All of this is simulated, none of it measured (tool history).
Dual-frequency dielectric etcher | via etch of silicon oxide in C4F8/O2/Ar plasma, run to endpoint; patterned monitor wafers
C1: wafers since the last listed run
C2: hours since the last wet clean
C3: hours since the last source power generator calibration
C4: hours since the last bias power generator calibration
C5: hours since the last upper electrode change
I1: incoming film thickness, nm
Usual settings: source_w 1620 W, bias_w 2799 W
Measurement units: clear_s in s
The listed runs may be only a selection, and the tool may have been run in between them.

run 1 hour=0 | source_w=1620 bias_w=2799 | C1=0 C2=208.1 C3=3712.5 C4=1283.6 C5=2389.6 | I1=2042.5 | clear_s=389.2
run 2 hour=14.8 | source_w=1620 bias_w=2799 | C1=61 C2=222.9 C3=3727.3 C4=1298.4 C5=2404.4 | I1=2067.6 | clear_s=395.1
run 3 hour=37.2 | source_w=1620 bias_w=3333 | C1=92 C2=245.3 C3=3749.7 C4=1320.8 C5=2426.8 | I1=2052.9 | clear_s=364.1
run 4 hour=59.7 | source_w=1620 bias_w=3333 | C1=92 C2=267.8 C3=3772.2 C4=1343.3 C5=2449.3 | I1=2038.8 | clear_s=360.3
run 5 hour=78.5 | source_w=1620 bias_w=3247 | C1=77 C2=286.6 C3=3791 C4=1362.1 C5=2468.1 | I1=2036.6 | clear_s=366.1
run 6 hour=106.2 | source_w=1620 bias_w=3247 | C1=114 C2=314.3 C3=3818.7 C4=1389.8 C5=2495.8 | I1=2033.9 | clear_s=366.5
run 7 hour=140.8 | source_w=1620 bias_w=2799 | C1=142 C2=348.9 C3=3853.3 C4=1424.4 C5=2530.4 | I1=2062.3 | clear_s=395.6
run 8 hour=171.8 | source_w=1620 bias_w=2799 | C1=127 C2=379.9 C3=3884.3 C4=1455.4 C5=2561.4 | I1=2065.4 | clear_s=395.4
run 9 hour=193.3 | source_w=1620 bias_w=2799 | C1=88 C2=401.4 C3=3905.8 C4=1476.9 C5=2582.9 | I1=2043.9 | clear_s=391.7
run 10 hour=222.2 | source_w=1620 bias_w=3138 | C1=119 C2=430.3 C3=3934.7 C4=1505.8 C5=2611.8 | I1=2044 | clear_s=374.1
run 11 hour=250.9 | source_w=1620 bias_w=3138 | C1=118 C2=459 C3=3963.4 C4=1534.5 C5=2640.5 | I1=2055.8 | clear_s=374.4
-- hour=260 source power generator calibrated
run 12 hour=282 | source_w=1620 bias_w=3138 | C1=111 C2=490.1 C3=22 C4=1565.6 C5=2671.6 | I1=2038.4 | clear_s=375
run 13 hour=313 | source_w=1620 bias_w=2420 | C1=127 C2=521.1 C3=53 C4=1596.6 C5=2702.6 | I1=2032.4 | clear_s=417
run 14 hour=333.5 | source_w=1400 bias_w=2799 | C1=84 C2=541.6 C3=73.5 C4=1617.1 C5=2723.1 | I1=2052 | clear_s=421.5
-- hour=378.9 wet clean of the chamber
run 15 hour=379.4 | source_w=1620 bias_w=2799 | C1=90 C2=0.5 C3=119.4 C4=1663 C5=2769 | I1=2057.5 | clear_s=389
run 16 hour=387.4 | source_w=2020 bias_w=3384 | C1=32 C2=8.5 C3=127.4 C4=1671 C5=2777 | I1=2041.9 | clear_s=326.1
-- hour=431.1 upper electrode replaced
run 17 hour=431.6 | source_w=1620 bias_w=2799 | C1=83 C2=52.7 C3=171.6 C4=1715.2 C5=0.5 | I1=2039.5 | clear_s=385.6
run 18 hour=432 | source_w=1620 bias_w=2157 | C1=1 C2=53.1 C3=172 C4=1715.6 C5=0.9 | I1=2057.6 | clear_s=437.1
run 19 hour=461 | source_w=1620 bias_w=2799 | C1=119 C2=82.1 C3=201 C4=1744.6 C5=29.9 | I1=2057.7 | clear_s=390.6
run 20 hour=491.8 | source_w=1810 bias_w=2241 | C1=127 C2=112.9 C3=231.8 C4=1775.4 C5=60.7 | I1=2028.3 | clear_s=406.2
-- hour=496 bias power generator calibrated
run 21 hour=513.2 | source_w=1620 bias_w=2799 | C1=71 C2=134.3 C3=253.2 C4=17.2 C5=82.1 | I1=2046.9 | clear_s=390.4
run 22 hour=538.5 | source_w=1450 bias_w=2402 | C1=104 C2=159.6 C3=278.5 C4=42.5 C5=107.4 | I1=2037.4 | clear_s=432.4
run 23 hour=553.2 | source_w=1980 bias_w=2145 | C1=60 C2=174.3 C3=293.2 C4=57.2 C5=122.1 | I1=2063.3 | clear_s=406.5
run 24 hour=595.4 | source_w=1620 bias_w=2799 | C1=174 C2=216.5 C3=335.4 C4=99.4 C5=164.3 | I1=2042.9 | clear_s=388.8
run 25 hour=616.7 | source_w=1620 bias_w=2101 | C1=87 C2=237.8 C3=356.7 C4=120.7 C5=185.6 | I1=2052.6 | clear_s=442.2
run 26 hour=643.5 | source_w=1820 bias_w=2499 | C1=110 C2=264.6 C3=383.5 C4=147.5 C5=212.4 | I1=2056.5 | clear_s=394.1
run 27 hour=675.3 | source_w=1400 bias_w=3090 | C1=131 C2=296.4 C3=415.3 C4=179.3 C5=244.2 | I1=2034.6 | clear_s=394
run 28 hour=700 | source_w=1280 bias_w=2118 | C1=101 C2=321.1 C3=440 C4=204 C5=268.9 | I1=2062.3 | clear_s=486.5

For each run, the measured value with the value that run would have given without the tool's hidden condition subtracted. The run-to-run variation is shared by both, the gauge scatter possibly not:
What the log doesn't record here: etch rate over this chamber's usual, %; source power that arrives over what is set, %; bias power that arrives over what is set, %.
run=1 clear_s=+3.6
run=2 clear_s=+3.9
run=3 clear_s=+4
run=4 clear_s=+4.2
run=5 clear_s=+4.6
run=6 clear_s=+5
run=7 clear_s=+5.9
run=8 clear_s=+6.5
run=9 clear_s=+6.7
run=10 clear_s=+6.9
run=11 clear_s=+7.4
run=12 clear_s=+7.8
run=13 clear_s=+9.2
run=14 clear_s=+9.6
run=15 clear_s=-0.1
run=16 clear_s=+0.1
run=17 clear_s=+0.8
run=18 clear_s=+0.9
run=19 clear_s=+1.3
run=20 clear_s=+1.8
run=21 clear_s=+2.1
run=22 clear_s=+2.8
run=23 clear_s=+2.9
run=24 clear_s=+3.4
run=25 clear_s=+4.2
run=26 clear_s=+4.2
run=27 clear_s=+4.7
run=28 clear_s=+6.3
